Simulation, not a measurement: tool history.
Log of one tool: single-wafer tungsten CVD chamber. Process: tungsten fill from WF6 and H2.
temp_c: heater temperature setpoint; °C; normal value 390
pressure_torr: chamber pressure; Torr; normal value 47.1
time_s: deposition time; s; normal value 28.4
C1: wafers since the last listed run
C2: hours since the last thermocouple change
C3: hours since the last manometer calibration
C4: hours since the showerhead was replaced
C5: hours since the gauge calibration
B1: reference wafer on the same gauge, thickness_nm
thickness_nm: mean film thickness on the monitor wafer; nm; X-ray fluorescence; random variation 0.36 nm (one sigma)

run 1 day=0 | temp_c=390 pressure_torr=47.1 time_s=28.4 | C1=0 C2=447.1 C3=1113.3 C4=6996.6 C5=656.1 | B1=82.424 | thickness_nm=77.866
run 2 day=4.3 | temp_c=390 pressure_torr=47.1 time_s=28.4 | C1=3895 C2=550.3 C3=1216.5 C4=7099.8 C5=759.3 | B1=82.249 | thickness_nm=78.307
run 3 day=8.2 | temp_c=390 pressure_torr=47.1 time_s=28.4 | C1=3533 C2=643.9 C3=1310.1 C4=7193.4 C5=852.9 | B1=82.364 | thickness_nm=78.098
run 4 day=12.029 | temp_c=394 pressure_torr=47.1 time_s=27.2 | C1=3469 C2=735.8 C3=1402 C4=7285.3 C5=944.8 | B1=82.432 | thickness_nm=80.321
run 5 day=14.721 | temp_c=390 pressure_torr=47.1 time_s=28.4 | C1=2438 C2=800.4 C3=1466.6 C4=7349.9 C5=1009.4 | B1=82.116 | thickness_nm=78.647
run 6 day=16.425 | temp_c=390 pressure_torr=47.1 time_s=28.4 | C1=1543 C2=841.3 C3=1507.5 C4=7390.8 C5=1050.3 | B1=82.196 | thickness_nm=77.72
run 7 day=21.012 | temp_c=390 pressure_torr=47.1 time_s=28.4 | C1=4156 C2=951.4 C3=1617.6 C4=7500.9 C5=1160.4 | B1=82.556 | thickness_nm=78.239
-- day=23.812 thermocouple changed; heater temperature recalibrated
-- day=24.671 gauge calibrated
run 8 day=25.329 | temp_c=390 pressure_torr=47.1 time_s=28.4 | C1=3608 C2=36.4 C3=1721.2 C4=7604.5 C5=15.8 | B1=82.21 | thickness_nm=78.635
run 9 day=27.067 | temp_c=390 pressure_torr=47.1 time_s=28.4 | C1=1574 C2=78.1 C3=1762.9 C4=7646.2 C5=57.5 | B1=82.255 | thickness_nm=78.206
run 10 day=31.025 | temp_c=390 pressure_torr=47.1 time_s=28.4 | C1=3586 C2=173.1 C3=1857.9 C4=7741.2 C5=152.5 | B1=82.331 | thickness_nm=77.78
run 11 day=33.262 | temp_c=390 pressure_torr=47.1 time_s=28.4 | C1=2027 C2=226.8 C3=1911.6 C4=7794.9 C5=206.2 | B1=82.466 | thickness_nm=78.748
run 12 day=36.233 | temp_c=390 pressure_torr=47.1 time_s=28.4 | C1=2691 C2=298.1 C3=1982.9 C4=7866.2 C5=277.5 | B1=82.203 | thickness_nm=77.888
run 13 day=38.604 | temp_c=394 pressure_torr=47.1 time_s=28.4 | C1=2147 C2=355 C3=2039.8 C4=7923.1 C5=334.4 | B1=82.265 | thickness_nm=83.856
run 14 day=43.008 | temp_c=390 pressure_torr=47.1 time_s=29.7 | C1=3990 C2=460.7 C3=2145.5 C4=8028.8 C5=440.1 | B1=82.558 | thickness_nm=81.412
-- day=44.158 showerhead replaced
run 15 day=46.596 | temp_c=390 pressure_torr=47.1 time_s=29.7 | C1=2948 C2=546.8 C3=2231.6 C4=58.5 C5=526.2 | B1=82.25 | thickness_nm=81.614
run 16 day=48.571 | temp_c=382 pressure_torr=47.1 time_s=26 | C1=1789 C2=594.2 C3=2279 C4=105.9 C5=573.6 | B1=82.286 | thickness_nm=62.201
run 17 day=52.012 | temp_c=390 pressure_torr=58.4 time_s=28.4 | C1=3118 C2=676.8 C3=2361.6 C4=188.5 C5=656.2 | B1=82.221 | thickness_nm=85.756
-- day=63.117 thermocouple changed; heater temperature recalibrated
run 18 day=63.621 | temp_c=402 pressure_torr=42.7 time_s=23 | C1=10215 C2=12.1 C3=2640.2 C4=467.1 C5=934.8 | B1=82.088 | thickness_nm=73.868
run 19 day=66.325 | temp_c=400 pressure_torr=37.2 time_s=28.4 | C1=2449 C2=77 C3=2705.1 C4=532 C5=999.7 | B1=82.395 | thickness_nm=83.525
-- day=68.188 capacitance manometer re-zeroed and calibrated
run 20 day=68.625 | temp_c=402 pressure_torr=42.7 time_s=23 | C1=1781 C2=132.2 C3=10.5 C4=587.2 C5=1054.9 | B1=82.524 | thickness_nm=73.61
run 21 day=72.138 | temp_c=398 pressure_torr=58.8 time_s=31.7 | C1=3182 C2=216.5 C3=94.8 C4=671.5 C5=1139.2 | B1=82.204 | thickness_nm=109.646
-- day=76.904 gauge calibrated
run 22 day=84.683 | temp_c=390 pressure_torr=47.1 time_s=28.4 | C1=11366 C2=517.6 C3=395.9 C4=972.6 C5=186.7 | B1=82.545 | thickness_nm=78.186
run 23 day=86.846 | temp_c=403 pressure_torr=51.6 time_s=33.9 | C1=1959 C2=569.5 C3=447.8 C4=1024.5 C5=238.6 | B1=82.262 | thickness_nm=120.53
run 24 day=88.525 | temp_c=380 pressure_torr=54.1 time_s=28.4 | C1=1521 C2=609.8 C3=488.1 C4=1064.8 C5=278.9 | B1=82.364 | thickness_nm=69.774
run 25 day=92.412 | temp_c=390 pressure_torr=47.1 time_s=28.4 | C1=3522 C2=703.1 C3=581.4 C4=1158.1 C5=372.2 | B1=82.205 | thickness_nm=78.881
run 26 day=95.138 | temp_c=390 pressure_torr=47.1 time_s=28.4 | C1=2468 C2=768.5 C3=646.8 C4=1223.5 C5=437.6 | B1=82.355 | thickness_nm=78.603
run 27 day=98.979 | temp_c=390 pressure_torr=47.1 time_s=33.6 | C1=3480 C2=860.7 C3=739 C4=1315.7 C5=529.8 | B1=82.38 | thickness_nm=92.03
run 28 day=100.696 | temp_c=381 pressure_torr=47.1 time_s=28.4 | C1=1555 C2=901.9 C3=780.2 C4=1356.9 C5=571 | B1=82.291 | thickness_nm=67.229
run 29 day=102.262 | temp_c=403 pressure_torr=51.6 time_s=33.9 | C1=1419 C2=939.5 C3=817.8 C4=1394.5 C5=608.6 | B1=82.453 | thickness_nm=120.399
-- day=104.45 thermocouple changed; heater temperature recalibrated
run 30 day=104.979 | temp_c=390 pressure_torr=47.1 time_s=24.8 | C1=2159 C2=12.7 C3=883 C4=1459.7 C5=673.8 | B1=82.394 | thickness_nm=67.558

Each row is a separate what-if for the run after 30, all from the same tool condition, not one after another. Results?
run A day=104.996 | temp_c=390 pressure_torr=47.1 time_s=32.1 | C1=15 C2=13.1 C3=883.4 C4=1460.1 C5=674.2 | B1=? | thickness_nm=?
run B day=104.996 | temp_c=385 pressure_torr=47.1 time_s=30.9 | C1=15 C2=13.1 C3=883.4 C4=1460.1 C5=674.2 | B1=? | thickness_nm=?
run C day=104.996 | temp_c=395 pressure_torr=37.4 time_s=26.1 | C1=15 C2=13.1 C3=883.4 C4=1460.1 C5=674.2 | B1=? | thickness_nm=?

run=A B1=82.466 thickness_nm=88.72
run=B B1=82.466 thickness_nm=78.311
run=C B1=82.466 thickness_nm=70.702
Had the tool no hidden state, the same runs would have come out as:
run=A thickness_nm=88.72
run=B thickness_nm=78.311
run=C thickness_nm=70.702
